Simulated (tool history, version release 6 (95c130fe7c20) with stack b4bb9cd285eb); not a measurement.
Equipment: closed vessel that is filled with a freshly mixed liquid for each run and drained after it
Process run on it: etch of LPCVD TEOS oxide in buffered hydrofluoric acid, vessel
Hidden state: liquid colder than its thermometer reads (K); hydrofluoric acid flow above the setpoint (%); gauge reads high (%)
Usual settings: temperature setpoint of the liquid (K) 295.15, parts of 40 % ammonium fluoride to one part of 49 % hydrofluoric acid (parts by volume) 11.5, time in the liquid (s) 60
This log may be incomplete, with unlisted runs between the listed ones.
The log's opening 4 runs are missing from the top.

run	day	temperature setpoint of the liquid (K)	parts of 40 % ammonium fluoride to one part of 49 % hydrofluoric acid (parts by volume)	time in the liquid (s)	wafers since the last listed run	hours since the thermometer was replaced	hours since the hydrofluoric acid flow meter was replaced	hours since the gauge calibration	read-back film thickness of the LPCVD TEOS oxide reference wafer, read on the same gauge (nm)	thickness taken off the LPCVD TEOS oxide on a monitor wafer (nm)
5	3.283	292.65	13.5	60	2577	2318.3	621.4	383.5	70.01	208.4
6	4.112	295.15	11.5	60	2408	2338.2	641.3	403.4	69.96	280.95
7	5.521	295.15	11.5	60	4090	2372	675.1	437.2	70.02	282.12
8	6.054	295.15	11.5	60	1549	2384.8	687.9	450	69.99	281.76
9	6.592	292.65	11.5	60	1561	2397.7	700.8	462.9	70.03	245.49
10	7.692	292.15	11.5	60	3195	2424.1	727.2	489.3	69.99	238.12
11	8.346	292.15	11.5	60	1900	2439.8	742.9	505	69.99	239.3
12	9.012	295.15	11.5	60	1936	2455.8	758.9	521	69.98	283.92
13	9.862	295.15	11.5	60	2469	2476.2	779.3	541.4	70.01	282.39
14	10.488	295.15	11.5	60	1815	2491.2	794.3	556.4	69.98	282.83
15	11.471	295.15	11.5	60	2856	2514.8	817.9	580	70	285.54
16	12.183	295.15	11.5	60	2069	2531.9	835	597.1	70.02	283.47
17	13.679	295.15	11.5	60	4345	2567.8	870.9	633	70.02	282.08
18	14.933	293.65	11.5	60	3643	2597.9	901	663.1	70.01	262.62
19	16.288	290.65	9	45	3933	2630.4	933.5	695.6	70	204.51
20	17.392	295.15	11.5	60	3207	2656.9	960	722.1	70.03	285
21	18.704	295.15	13.5	30	3812	2688.4	991.5	753.6	69.99	121.24
22	19.667	295.15	11.5	60	2795	2711.5	1014.6	776.7	69.99	285.02
23	21.1	291.65	11.5	60	4163	2745.9	1049	811.1	70.04	234.96
24	22.275	298.65	9	60	3413	2774.1	1077.2	839.3	70.01	425.16
25	23.025	297.15	9	80	2178	2792.1	1095.2	857.3	69.99	526.31

Run 26 has not been measured yet. What should we expect?
# day 23.275: gauge calibrated
# day 23.292: thermometer replaced
# day 23.825: hydrofluoric acid flow meter replaced
26	24.262	291.65	11.5	60	3352	23.3	10.5	23.7	?	?

{"run 26": {"read-back film thickness of the LPCVD TEOS oxide reference wafer, read on the same gauge (nm)": 70, "thickness taken off the LPCVD TEOS oxide on a monitor wafer (nm)": 222.49}}
Had the tool carried no hidden state, the very same run would have given thickness taken off the LPCVD TEOS oxide on a monitor wafer (nm) 221.56.
